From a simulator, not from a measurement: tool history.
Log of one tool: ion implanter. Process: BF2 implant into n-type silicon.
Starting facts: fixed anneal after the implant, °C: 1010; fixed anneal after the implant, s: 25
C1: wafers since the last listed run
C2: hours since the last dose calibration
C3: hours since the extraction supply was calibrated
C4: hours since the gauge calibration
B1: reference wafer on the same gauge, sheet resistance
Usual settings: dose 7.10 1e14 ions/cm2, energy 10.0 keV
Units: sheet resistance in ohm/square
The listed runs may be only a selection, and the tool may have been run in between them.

Run 1, hour 0.0: usual settings but energy 11.5 keV; C1 0; C2 2114.2; C3 6480.0; C4 207.4; B1 225.06. Result: sheet resistance 240.69 ohm/square.
At hour 12.7: gauge calibrated.
Run 2, hour 40.0: usual settings but energy 11.5 keV; C1 641; C2 2154.2; C3 6520.0; C4 27.3; B1 224.98. Result: sheet resistance 240.50 ohm/square.
Run 3, hour 53.0: usual settings but energy 11.5 keV; C1 208; C2 2167.2; C3 6533.0; C4 40.3; B1 225.01. Result: sheet resistance 240.10 ohm/square.
Run 4, hour 61.0: usual settings but dose 7.65 1e14 ions/cm2; C1 128; C2 2175.2; C3 6541.0; C4 48.3; B1 225.08. Result: sheet resistance 240.63 ohm/square.
Run 5, hour 72.8: usual settings but dose 7.65 1e14 ions/cm2; C1 189; C2 2187.0; C3 6552.8; C4 60.1; B1 225.01. Result: sheet resistance 240.49 ohm/square.
Run 6, hour 82.7: usual settings but energy 8.5 keV; C1 158; C2 2196.9; C3 6562.7; C4 70.0; B1 225.02. Result: sheet resistance 263.02 ohm/square.
Run 7, hour 94.9: usual settings but energy 8.5 keV; C1 195; C2 2209.1; C3 6574.9; C4 82.2; B1 225.03. Result: sheet resistance 262.50 ohm/square.
Run 8, hour 108.7: usual settings but energy 8.5 keV; C1 221; C2 2222.9; C3 6588.7; C4 96.0; B1 225.01. Result: sheet resistance 262.17 ohm/square.
At hour 123.5: Faraday cup replaced and dose calibrated.
Run 9, hour 124.0: usual settings; C1 117; C2 0.5; C3 6604.0; C4 111.3; B1 224.90. Result: sheet resistance 249.73 ohm/square.
Run 10, hour 128.1: usual settings; C1 65; C2 4.6; C3 6608.1; C4 115.4; B1 225.00. Result: sheet resistance 250.09 ohm/square.
Run 11, hour 138.2: usual settings but energy 12.0 keV; C1 161; C2 14.7; C3 6618.2; C4 125.5; B1 224.89. Result: sheet resistance 237.07 ohm/square.
At hour 148.7: extraction supply calibrated.
Run 12, hour 149.2: usual settings but energy 12.0 keV; C1 48; C2 25.7; C3 0.5; C4 136.5; B1 224.97. Result: sheet resistance 237.53 ohm/square.
Run 13, hour 198.6: usual settings but dose 8.98 1e14 ions/cm2, energy 8.0 keV; C1 791; C2 75.1; C3 49.9; C4 185.9; B1 225.06. Result: sheet resistance 236.32 ohm/square.
Run 14, hour 206.4: usual settings but dose 8.23 1e14 ions/cm2; C1 125; C2 82.9; C3 57.7; C4 193.7; B1 225.03. Result: sheet resistance 231.76 ohm/square.
At hour 211.9: gauge calibrated.
Run 15, hour 216.2: usual settings but dose 8.81 1e14 ions/cm2, energy 11.5 keV; C1 157; C2 92.7; C3 67.5; C4 4.3; B1 225.11. Result: sheet resistance 215.24 ohm/square.
Run 16, hour 254.4: usual settings but energy 11.0 keV; C1 612; C2 130.9; C3 105.7; C4 42.5; B1 225.02. Result: sheet resistance 242.82 ohm/square.
Run 17, hour 262.9: usual settings but dose 6.44 1e14 ions/cm2, energy 7.5 keV; C1 136; C2 139.4; C3 114.2; C4 51.0; B1 225.03. Result: sheet resistance 287.81 ohm/square.
Run 18, hour 304.6: usual settings; C1 668; C2 181.1; C3 155.9; C4 92.7; B1 225.08. Result: sheet resistance 249.41 ohm/square.
Run 19, hour 315.3: usual settings but dose 5.53 1e14 ions/cm2, energy 9.0 keV; C1 171; C2 191.8; C3 166.6; C4 103.4; B1 225.03. Result: sheet resistance 296.82 ohm/square.
Run 20, hour 322.2: usual settings but dose 8.32 1e14 ions/cm2, energy 11.0 keV; C1 110; C2 198.7; C3 173.5; C4 110.3; B1 224.99. Result: sheet resistance 224.52 ohm/square.

The tool's hidden state at each run:
deviation of the true dose from the Faraday cup's reading, %: 0, the same for each run
deviation of the true energy from its setpoint, %: 0, the same for each run
gauge reads high (%): 0, the same for each run
